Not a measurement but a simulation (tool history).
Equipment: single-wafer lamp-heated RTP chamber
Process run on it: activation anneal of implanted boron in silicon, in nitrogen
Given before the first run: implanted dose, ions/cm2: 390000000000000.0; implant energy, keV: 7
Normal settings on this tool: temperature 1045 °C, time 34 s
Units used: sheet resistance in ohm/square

| run | hour | temperature | time | read-back reference wafer on the same gauge, sheet resistance | sheet resistance |
|---|---|---|---|---|---|
| 1 | 0 | 1067 | 46 | 268.99 | 306.61 |
|  | 54.2 | pyrometer window cleaned and pyrometer calibrated |
| 2 | 58.9 | 1045 | 34 | 269.19 | 312.77 |
| 3 | 149.3 | 1052 | 34 | 269.52 | 312.77 |
| 4 | 212.3 | 1052 | 34 | 269.85 | 312.72 |
| 5 | 270.6 | 1052 | 34 | 269.85 | 314.31 |
| 6 | 314.3 | 1045 | 34 | 270.22 | 314.24 |
| 7 | 391.5 | 1045 | 34 | 270.43 | 314.44 |
| 8 | 429.1 | 1045 | 22 | 270.51 | 317.74 |
|  | 514 | pyrometer window cleaned and pyrometer calibrated |
| 9 | 514.5 | 1045 | 34 | 270.82 | 314.88 |
| 10 | 573.3 | 1019 | 40 | 271.18 | 317.39 |
| 11 | 661.2 | 1062 | 26 | 271.41 | 316.35 |
|  | 679.1 | reflector plate cleaned |
|  | 694.7 | gauge calibrated |
| 12 | 747.4 | 1045 | 49 | 266.18 | 305.99 |
| 13 | 788.7 | 1016 | 45 | 266.37 | 311.45 |
| 14 | 826.1 | 1022 | 19 | 266.42 | 314.68 |
| 15 | 890.5 | 1073 | 17 | 266.75 | 312.26 |
|  | 915.6 | pyrometer window cleaned and pyrometer calibrated |
| 16 | 967.1 | 1045 | 34 | 267.12 | 310.4 |

Subtracting, for every run, the result it would have given without the tool's unlogged condition from the measured result gives the following. The same run-to-run variation enters both numbers; the gauge's scatter may not:
The tool's hidden condition here consists of: true wafer temperature minus pyrometer reading, K; wafer temperature error from the tarnished reflector plate, K; gauge reads high (%).
| run | sheet resistance |
|---|---|
| 1 | +3.35 |
| 2 | +3.69 |
| 3 | +4.08 |
| 4 | +4.37 |
| 5 | +4.65 |
| 6 | +4.85 |
| 7 | +5.19 |
| 8 | +5.41 |
| 9 | +5.74 |
| 10 | +6.05 |
| 11 | +6.43 |
| 12 | +0.2 |
| 13 | +0.39 |
| 14 | +0.56 |
| 15 | +0.85 |
| 16 | +1.19 |

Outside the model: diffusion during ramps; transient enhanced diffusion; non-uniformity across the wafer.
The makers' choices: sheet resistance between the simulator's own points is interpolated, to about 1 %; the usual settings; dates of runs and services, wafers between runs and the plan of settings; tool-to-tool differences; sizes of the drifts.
